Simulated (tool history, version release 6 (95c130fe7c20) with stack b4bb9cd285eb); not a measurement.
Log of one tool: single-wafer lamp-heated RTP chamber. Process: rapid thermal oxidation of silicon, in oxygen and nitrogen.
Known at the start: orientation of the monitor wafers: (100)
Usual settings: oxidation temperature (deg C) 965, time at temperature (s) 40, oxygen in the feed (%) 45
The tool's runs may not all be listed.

| run | hour | oxidation temperature (deg C) | time at temperature (s) | oxygen in the feed (%) | read-back reference wafer on the same gauge, thickness | oxide thickness on the monitor wafer (nm) |
|---|---|---|---|---|---|---|
| 1 | 0.0 | 965 | 40 | 45 | 3.291 | 3.225 |
| 2 | 32.1 | 965 | 40 | 45 | 3.290 | 3.231 |
| 3 | 48.2 | 965 | 40 | 45 | 3.286 | 3.242 |
| 4 | 64.6 | 965 | 40 | 45 | 3.289 | 3.240 |
| 5 | 84.3 | 965 | 40 | 45 | 3.290 | 3.256 |
| 6 | 105.5 | 965 | 40 | 45 | 3.292 | 3.255 |
| 7 | 139.8 | 965 | 40 | 45 | 3.290 | 3.273 |
| 8 | 152.3 | 965 | 40 | 45 | 3.292 | 3.257 |
| 9 | 178.6 | 965 | 40 | 45 | 3.287 | 3.281 |
| 10 | 196.1 | 965 | 40 | 45 | 3.291 | 3.289 |
| 11 | 224.9 | 965 | 40 | 45 | 3.292 | 3.311 |
| 12 | 246.5 | 965 | 40 | 45 | 3.294 | 3.301 |
|  | 271.1 | gauge calibrated |
| 13 | 274.3 | 965 | 40 | 45 | 3.289 | 3.313 |
| 14 | 293.0 | 965 | 40 | 45 | 3.291 | 3.325 |
| 15 | 315.8 | 936 | 40 | 69 | 3.290 | 3.152 |
| 16 | 345.2 | 965 | 40 | 45 | 3.290 | 3.359 |
| 17 | 378.6 | 939 | 28 | 20 | 3.292 | 2.417 |
| 18 | 406.4 | 965 | 56 | 26 | 3.291 | 3.310 |
| 19 | 431.9 | 965 | 21 | 45 | 3.289 | 2.795 |
|  | 440.9 | pyrometer window cleaned and pyrometer calibrated |
| 20 | 458.8 | 941 | 40 | 45 | 3.290 | 2.847 |
|  | 474.9 | oxygen flow controller replaced |
| 21 | 476.4 | 952 | 40 | 45 | 3.288 | 2.996 |
| 22 | 502.7 | 965 | 34 | 62 | 3.289 | 3.279 |
| 23 | 534.1 | 965 | 31 | 45 | 3.290 | 2.946 |
| 24 | 568.7 | 965 | 21 | 45 | 3.291 | 2.680 |
| 25 | 592.7 | 965 | 48 | 18 | 3.291 | 2.815 |
| 26 | 670.3 | 987 | 40 | 45 | 3.291 | 3.633 |
| 27 | 700.0 | 949 | 27 | 63 | 3.289 | 2.846 |
| 28 | 726.6 | 955 | 51 | 45 | 3.293 | 3.291 |

Forecast each of these 4 alternatives for the next run:
| A | 727.0 | 965 | 28 | 45 | ? | ? |
| B | 727.0 | 992 | 49 | 18 | ? | ? |
| C | 727.0 | 965 | 27 | 45 | ? | ? |
| D | 727.0 | 965 | 45 | 65 | ? | ? |

| run | read-back reference wafer on the same gauge, thickness | oxide thickness on the monitor wafer (nm) |
|---|---|---|
| A | 3.293 | 2.905 |
| B | 3.293 | 3.207 |
| C | 3.293 | 2.876 |
| D | 3.293 | 3.711 |
Without the tool's hidden state the same runs would have given:
| run | oxide thickness on the monitor wafer (nm) |
|---|---|
| A | 2.881 |
| B | 3.179 |
| C | 2.853 |
| D | 3.669 |

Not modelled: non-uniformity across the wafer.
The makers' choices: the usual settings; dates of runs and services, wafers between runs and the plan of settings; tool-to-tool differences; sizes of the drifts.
